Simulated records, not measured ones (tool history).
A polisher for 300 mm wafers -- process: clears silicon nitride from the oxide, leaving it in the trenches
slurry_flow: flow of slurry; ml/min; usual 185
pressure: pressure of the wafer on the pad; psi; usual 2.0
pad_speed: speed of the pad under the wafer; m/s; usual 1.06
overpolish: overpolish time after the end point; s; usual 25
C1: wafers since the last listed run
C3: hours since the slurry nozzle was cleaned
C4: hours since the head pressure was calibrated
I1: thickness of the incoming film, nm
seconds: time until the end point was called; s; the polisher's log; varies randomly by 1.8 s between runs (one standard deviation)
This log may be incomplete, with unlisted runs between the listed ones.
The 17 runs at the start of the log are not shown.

Run 18, hour 482.8: usual settings but slurry_flow 215 ml/min, overpolish 16 s; C1 104; wafers polished on this pad 1313; C3 659.8; C4 1051.5; I1 59.7. Result: seconds 99.8 s.
At hour 487.0: head pressure recalibrated.
Run 19, hour 501.0: usual settings but pressure 1.7 psi, pad_speed 1.24 m/s; C1 119; wafers polished on this pad 1432; C3 678.0; C4 14.0; I1 59.4. Result: seconds 98.6 s.
Run 20, hour 518.1: usual settings but slurry_flow 155 ml/min, pad_speed 0.76 m/s, overpolish 10 s; C1 126; wafers polished on this pad 1559; C3 695.1; C4 31.1; I1 60.3. Result: seconds 150.9 s.
At hour 543.7: worn pad replaced by a new one.
Run 21, hour 544.2: usual settings but slurry_flow 245 ml/min, overpolish 32 s; C1 163; wafers polished on this pad 3; C3 721.2; C4 57.2; I1 60.2. Result: seconds 95.0 s.
At hour 559.4: slurry nozzle cleaned.
Run 22, hour 562.5: usual settings; C1 127; wafers polished on this pad 131; C3 3.1; C4 75.5; I1 60.9. Result: seconds 99.6 s.
Run 23, hour 592.1: usual settings but slurry_flow 245 ml/min, pad_speed 0.72 m/s; C1 218; wafers polished on this pad 350; C3 32.7; C4 105.1; I1 60.1. Result: seconds 135.9 s.
Run 24, hour 647.6: usual settings but pressure 2.6 psi, pad_speed 1.22 m/s, overpolish 14 s; C1 410; wafers polished on this pad 760; C3 88.2; C4 160.6; I1 59.8. Result: seconds 68.7 s.
Run 25, hour 671.8: usual settings but slurry_flow 235 ml/min, overpolish 16 s; C1 178; wafers polished on this pad 939; C3 112.4; C4 184.8; I1 59.6. Result: seconds 93.3 s.
Run 26, hour 705.5: usual settings but slurry_flow 130 ml/min, pressure 2.3 psi, overpolish 16 s; C1 249; wafers polished on this pad 1188; C3 146.1; C4 218.5; I1 59.8. Result: seconds 97.7 s.
At hour 734.3: worn pad replaced by a new one.
Run 27, hour 741.4: usual settings but slurry_flow 215 ml/min, overpolish 16 s; C1 235; wafers polished on this pad 52; C3 182.0; C4 254.4; I1 60.2. Result: seconds 92.6 s.
Run 28, hour 770.9: usual settings; C1 218; wafers polished on this pad 270; C3 211.5; C4 283.9; I1 60.0. Result: seconds 96.5 s.

What will run 29 give?
Run 29, hour 784.2: usual settings but overpolish 36 s; C1 98; wafers polished on this pad 369; C3 224.8; C4 297.2; I1 59.8. Result: seconds ?.

Logged for run 29: seconds 91.0 s.
With no hidden state in the tool, this same run would have given seconds 90.6 s.
